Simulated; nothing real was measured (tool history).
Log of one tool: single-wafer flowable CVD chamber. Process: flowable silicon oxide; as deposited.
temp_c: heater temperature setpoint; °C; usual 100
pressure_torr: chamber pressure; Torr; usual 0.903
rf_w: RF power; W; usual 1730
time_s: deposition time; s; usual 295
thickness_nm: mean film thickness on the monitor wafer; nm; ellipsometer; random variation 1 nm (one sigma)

| run | hour | temp_c | pressure_torr | rf_w | time_s | read-back reference wafer on the same gauge, thickness_nm | thickness_nm |
|---|---|---|---|---|---|---|---|
| 1 | 0 | 100 | 0.903 | 1730 | 295 | 182.209 | 183.991 |
|  | 45.2 | thermocouple changed; heater temperature recalibrated |
| 2 | 148.9 | 93 | 0.903 | 1730 | 295 | 181.988 | 223.295 |
| 3 | 173.8 | 93 | 0.903 | 1730 | 295 | 181.991 | 223.542 |
| 4 | 242.4 | 93 | 0.903 | 1730 | 295 | 182.534 | 224.567 |
|  | 299.8 | capacitance manometer re-zeroed and calibrated |
| 5 | 306.9 | 100 | 0.903 | 1730 | 295 | 182.408 | 183.196 |
|  | 372.4 | RF generator calibrated |
| 6 | 414 | 100 | 0.903 | 1730 | 295 | 181.898 | 183.381 |
|  | 426.2 | showerhead replaced |
| 7 | 468.5 | 100 | 0.903 | 1730 | 295 | 182.19 | 182.534 |
|  | 487.4 | gauge calibrated |
| 8 | 517 | 100 | 0.903 | 1730 | 295 | 182.256 | 181.763 |
| 9 | 574.2 | 100 | 0.719 | 1730 | 326 | 181.631 | 157.682 |
| 10 | 635.9 | 88 | 0.903 | 1730 | 295 | 181.678 | 261.437 |
| 11 | 671.1 | 109 | 0.903 | 1730 | 295 | 182.011 | 140.694 |
| 12 | 761.5 | 95 | 0.769 | 1495 | 340 | 182.394 | 197.442 |
| 13 | 816.6 | 92 | 0.982 | 1730 | 338 | 181.506 | 288.376 |
| 14 | 999.1 | 100 | 0.903 | 1730 | 295 | 182.524 | 182.27 |
| 15 | 1051.5 | 100 | 0.999 | 1900 | 295 | 182.084 | 208.038 |
| 16 | 1094.6 | 100 | 0.903 | 1910 | 248 | 181.448 | 157.681 |
| 17 | 1165.7 | 113 | 0.712 | 1500 | 327 | 182.356 | 104.121 |
|  | 1236.4 | thermocouple changed; heater temperature recalibrated |
| 18 | 1372.8 | 113 | 0.903 | 2025 | 352 | 182.048 | 155.925 |
| 19 | 1406.6 | 100 | 0.903 | 1730 | 295 | 181.772 | 183.104 |
| 20 | 1453.4 | 100 | 0.808 | 1520 | 295 | 182.046 | 157.45 |
| 21 | 1481.6 | 115 | 1.057 | 1965 | 275 | 182.512 | 134.179 |
| 22 | 1531.6 | 100 | 1.005 | 1490 | 295 | 182.385 | 192.068 |
| 23 | 1588.7 | 100 | 0.903 | 1730 | 295 | 181.48 | 179.856 |
| 24 | 1617.5 | 100 | 0.903 | 1730 | 295 | 181.946 | 182.991 |
| 25 | 1644.7 | 100 | 0.903 | 1730 | 252 | 182.172 | 154.944 |
|  | 1686.5 | capacitance manometer re-zeroed and calibrated |
| 26 | 1711.8 | 86 | 0.903 | 1730 | 295 | 181.792 | 273.418 |
| 27 | 1747 | 113 | 0.712 | 1500 | 327 | 182.443 | 103.543 |

Forecast each of these 5 alternatives for the next run:
| A | 1747.5 | 100 | 0.903 | 1730 | 325 | ? | ? |
| B | 1747.5 | 100 | 0.903 | 1730 | 259 | ? | ? |
| C | 1747.5 | 100 | 0.903 | 1920 | 295 | ? | ? |
| D | 1747.5 | 111 | 1.111 | 1985 | 239 | ? | ? |
| E | 1747.5 | 91 | 0.903 | 1460 | 295 | ? | ? |

| run | read-back reference wafer on the same gauge, thickness_nm | thickness_nm |
|---|---|---|
| A | 181.887 | 201.685 |
| B | 181.887 | 160.728 |
| C | 181.887 | 188.255 |
| D | 181.887 | 136.915 |
| E | 181.887 | 224.448 |
Without the tool's hidden state the same runs would have given:
| run | thickness_nm |
|---|---|
| A | 201.685 |
| B | 160.728 |
| C | 188.255 |
| D | 136.915 |
| E | 224.448 |

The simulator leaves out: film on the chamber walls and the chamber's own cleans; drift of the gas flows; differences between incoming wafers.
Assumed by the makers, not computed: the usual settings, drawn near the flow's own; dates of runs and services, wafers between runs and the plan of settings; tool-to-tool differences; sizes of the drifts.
